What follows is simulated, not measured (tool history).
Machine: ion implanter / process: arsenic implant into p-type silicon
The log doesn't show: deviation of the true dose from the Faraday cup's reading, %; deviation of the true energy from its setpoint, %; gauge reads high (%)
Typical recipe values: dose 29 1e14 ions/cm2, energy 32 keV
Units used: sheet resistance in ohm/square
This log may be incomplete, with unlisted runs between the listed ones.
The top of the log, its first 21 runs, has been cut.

| run | hour | dose | energy | wafers since the last listed run | hours since the last dose calibration | hours since the extraction supply was calibrated | hours since the gauge calibration | read-back reference wafer on the same gauge, sheet resistance | sheet resistance |
|---|---|---|---|---|---|---|---|---|---|
|  | 470.2 | Faraday cup replaced and dose calibrated |
| 22 | 488.2 | 33.91 | 26.5 | 470 | 18 | 6609.7 | 318.4 | 82.56 | 87.59 |
| 23 | 524 | 29 | 32 | 776 | 53.8 | 6645.5 | 354.2 | 82.65 | 81.31 |
| 24 | 548.2 | 34.16 | 32 | 525 | 78 | 6669.7 | 378.4 | 82.77 | 79.61 |
| 25 | 572 | 24.67 | 42 | 516 | 101.8 | 6693.5 | 402.2 | 82.87 | 72.87 |
|  | 598.5 | extraction supply calibrated |
| 26 | 604.1 | 29 | 21.5 | 522 | 133.9 | 5.6 | 434.3 | 82.94 | 98.71 |
|  | 636.9 | gauge calibrated |
| 27 | 656.3 | 24.17 | 37 | 1132 | 186.1 | 57.8 | 19.4 | 81.95 | 76.93 |
| 28 | 689 | 29 | 39 | 709 | 218.8 | 90.5 | 52.1 | 82.01 | 72.51 |
| 29 | 719.2 | 36.78 | 37 | 655 | 249 | 120.7 | 82.3 | 82.11 | 72.53 |
| 30 | 744.4 | 20.47 | 23.5 | 546 | 274.2 | 145.9 | 107.5 | 82.13 | 97.98 |
| 31 | 764.8 | 29 | 41 | 442 | 294.6 | 166.3 | 127.9 | 82.19 | 71.23 |
| 32 | 788.7 | 29 | 32 | 518 | 318.5 | 190.2 | 151.8 | 82.3 | 80.72 |
| 33 | 823 | 23.01 | 35.5 | 744 | 352.8 | 224.5 | 186.1 | 82.39 | 79.69 |

Consider 3 possible next runs. They are alternatives, not a sequence: every one starts from the tool as it was left by run 33. What does each give?
| A | 823.4 | 35.7 | 32 | 8 | 353.2 | 224.9 | 186.5 | ? | ? |
| B | 823.4 | 20.53 | 32 | 8 | 353.2 | 224.9 | 186.5 | ? | ? |
| C | 823.4 | 24.68 | 38 | 8 | 353.2 | 224.9 | 186.5 | ? | ? |

| run | read-back reference wafer on the same gauge, sheet resistance | sheet resistance |
|---|---|---|
| A | 82.41 | 78.79 |
| B | 82.41 | 85.27 |
| C | 82.41 | 75.95 |
Without the tool's unlogged condition, the same runs would have read:
| run | sheet resistance |
|---|---|
| A | 78.22 |
| B | 84.65 |
| C | 75.4 |
